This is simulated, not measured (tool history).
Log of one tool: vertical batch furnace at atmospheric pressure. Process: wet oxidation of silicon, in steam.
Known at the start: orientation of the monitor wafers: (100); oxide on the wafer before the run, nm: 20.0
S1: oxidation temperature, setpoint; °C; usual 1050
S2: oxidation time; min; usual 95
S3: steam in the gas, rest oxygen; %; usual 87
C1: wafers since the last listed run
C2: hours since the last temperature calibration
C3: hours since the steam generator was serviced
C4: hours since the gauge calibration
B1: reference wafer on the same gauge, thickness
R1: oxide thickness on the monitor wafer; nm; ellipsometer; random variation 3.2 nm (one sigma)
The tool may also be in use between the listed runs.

run     day    S1     S2  S3   C1      C2      C3     C4      B1      R1
  1       0  1050  116.5  96    0  2846.8  2386.4  467.4  810.85  861.27
  2   0.721  1050     95  87  274  2864.1  2403.7  484.7  810.64  721.02
  3   1.221  1050     95  87  190  2876.1  2415.7  496.7  811.09  722.37
  4   1.842  1050     95  87  236    2891  2430.6  511.6  811.43  715.94
  5    2.15  1050     95  87  117  2898.4    2438    519  810.47  725.62
  6   2.529  1050     95  87  144  2907.5  2447.1  528.1  811.22  725.52
      5.017  -- thermocouples replaced and temperature profile calibrated
  7   5.038  1050   76.5  87  575     0.5  2507.3  588.3  811.48  644.49
  8   5.229  1050   76.5  87   73     5.1  2511.9  592.9  811.57  637.55
  9   5.529  1050   76.5  87  114    12.3  2519.1  600.1   810.6  637.14
      6.133  -- gauge calibrated
 10   6.192  1050     81  87  252    28.2    2535    1.4  811.55  657.59
 11   6.675  1050     95  87  184    39.8  2546.6     13  811.55  720.78
 12   7.404  1050     95  87  277    57.3  2564.1   30.5  811.11  723.03
 13   7.708  1050     95  87  115    64.6  2571.4   37.8  810.73  723.89
 14   8.246  1050     95  87  204    77.5  2584.3   50.7  811.43  719.67
 15   8.775  1050   69.5  87  201    90.2    2597   63.4  810.84  603.14
      9.808  -- steam generator serviced
 16   9.829  1038     95  75   20   115.5     0.5   88.7  811.95  624.37
 17  10.021  1068     95  87   73   120.1     5.1   93.3   811.3  785.17
 18  10.208  1050   69.5  87   71   124.6     9.6   97.8  810.54  596.49
 19  10.588  1065     95  94  144   133.7    18.7  106.9  810.79  811.08
 20  10.929  1064   59.5  80  130   141.9    26.9  115.1  811.49  558.45
 21  11.562  1043   70.5  87  241   157.1    42.1  130.3  811.44  584.38
 22  12.004  1050     95  87  168   167.7    52.7  140.9  811.47  726.18
 23  12.712  1050   79.5  87  270   184.7    69.7  157.9  811.12  650.83
 24  13.108  1064   66.5  92  150   194.2    79.2  167.4  810.79  647.92
 25  13.783  1064   66.5  92  257   210.4    95.4  183.6  810.53  647.32
 26  14.054  1050     95  87  103   216.9   101.9  190.1  810.83  720.18
 27  16.312  1050     95  90  860   271.1   156.1  244.3  811.11  738.61
 28  16.871  1038     48  87  212   284.5   169.5  257.7  810.42   450.1
 29  17.258  1050     95  94  147   293.8   178.8    267  810.76  755.73
 30  17.679  1050    138  94  160   303.9   188.9  277.1  810.83  939.15
 31  17.975  1050     95  87  112     311     196  284.2  811.15  716.52
 32  18.638  1050   82.5  87  252   326.9   211.9  300.1   809.8  666.92
 33  19.262  1064  111.5  87  238   341.9   226.9  315.1  811.52  845.67
 34  19.704  1050   79.5  97  168   352.5   237.5  325.7  810.52  691.81
 35  20.317  1050     80  82  233   367.2   252.2  340.4  809.99  634.25
 36  20.617  1050  135.5  87  114   374.4   259.4  347.6  811.06  893.55
 37  20.992  1050     95  83  142   383.4   268.4  356.6  810.95  701.36
 38  21.604  1050     95  75  233   398.1   283.1  371.3   810.7  663.16
 39  22.325  1031     95  91  274   415.4   300.4  388.6  810.85  680.55

Forecast each of these 3 alternatives for the next run:
  A  22.517  1043     95  87  73  420  305  393.2   ?   ?
  B  22.517  1050  133.5  77  73  420  305  393.2   ?   ?
  C  22.517  1043    123  96  73  420  305  393.2   ?   ?

run      B1      R1
  A  811.47  698.94
  B  811.47   819.8
  C  811.47  860.49
Without the tool's hidden state the same runs would have given:
run      R1
  A  698.94
  B   819.8
  C  860.49
